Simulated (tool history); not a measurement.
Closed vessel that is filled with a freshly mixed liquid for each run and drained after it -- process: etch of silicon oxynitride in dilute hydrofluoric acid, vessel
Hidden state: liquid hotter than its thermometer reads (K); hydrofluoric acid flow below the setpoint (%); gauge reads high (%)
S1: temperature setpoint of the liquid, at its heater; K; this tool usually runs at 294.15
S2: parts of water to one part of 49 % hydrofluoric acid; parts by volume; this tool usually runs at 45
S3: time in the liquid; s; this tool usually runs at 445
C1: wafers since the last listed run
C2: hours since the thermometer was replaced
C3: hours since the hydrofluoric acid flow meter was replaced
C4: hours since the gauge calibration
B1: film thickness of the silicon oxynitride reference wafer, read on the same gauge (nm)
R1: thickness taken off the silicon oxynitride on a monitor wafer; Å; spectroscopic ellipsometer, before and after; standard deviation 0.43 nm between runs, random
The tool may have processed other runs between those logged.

run	hour	S1	S2	S3	C1	C2	C3	C4	B1	R1
1	0.0	294.15	45	445	0	74.5	489.0	566.3	150.00	457.5
2	62.7	294.15	45	445	5902	137.2	551.7	629.0	150.02	461.9
3	151.2	294.15	45	445	8330	225.7	640.2	717.5	150.01	466.9
# hour 207.7: gauge calibrated
4	244.8	294.15	45	445	8810	319.3	733.8	37.1	149.99	465.1
5	351.9	294.15	45	445	10081	426.4	840.9	144.2	149.98	461.8
6	457.1	292.65	45	350	9902	531.6	946.1	249.4	150.01	353.1
7	507.3	292.65	45	350	4725	581.8	996.3	299.6	150.00	353.4
8	587.7	294.15	45	445	7568	662.2	1076.7	380.0	149.97	490.7
9	655.6	294.15	45	445	6391	730.1	1144.6	447.9	150.03	493.7
10	705.7	294.15	45	445	4716	780.2	1194.7	498.0	150.00	490.8
11	960.8	292.65	45	445	24013	1035.3	1449.8	753.1	150.01	459.7
12	1063.3	294.15	45	445	9648	1137.8	1552.3	855.6	150.00	500.3
# hour 1137.6: gauge calibrated
# hour 1153.0: thermometer replaced
13	1170.2	294.15	45	445	9968	17.2	1659.2	32.6	149.99	446.8
14	1228.8	290.65	45	445	5516	75.8	1717.8	91.2	149.99	379.3
# hour 1262.4: hydrofluoric acid flow meter replaced
15	1318.7	294.15	45	445	8368	165.7	56.3	181.1	149.99	465.8
16	1362.9	290.15	55	445	4160	209.9	100.5	225.3	150.02	304.7
17	1464.8	294.15	40	445	9592	311.8	202.4	327.2	149.97	527.7
18	1541.9	294.15	45	445	7257	388.9	279.5	404.3	150.00	464.8
19	1601.8	294.15	25	445	5638	448.8	339.4	464.2	150.01	855.7
20	1678.8	295.65	45	445	7248	525.8	416.4	541.2	149.98	511.7

Some steps in R1 between neighbouring runs. How much of each would the tool show without its hidden state too (settings, what came in, random variation), and how much is left for the hidden state, with any gauge scatter that isn't in both results?
Run 12 -> 13: gauge calibrated, thermometer replaced. R1 -53.5 Å: hidden state -59.0, all else +5.5.
Run 18 -> 19: S2 45 -> 25. R1 +390.9 Å: hidden state +22.7, all else +368.2.
Run 19 -> 20: S1 294.15 -> 295.65, S2 25 -> 45. R1 -344.0 Å: hidden state -13.7, all else -330.3.
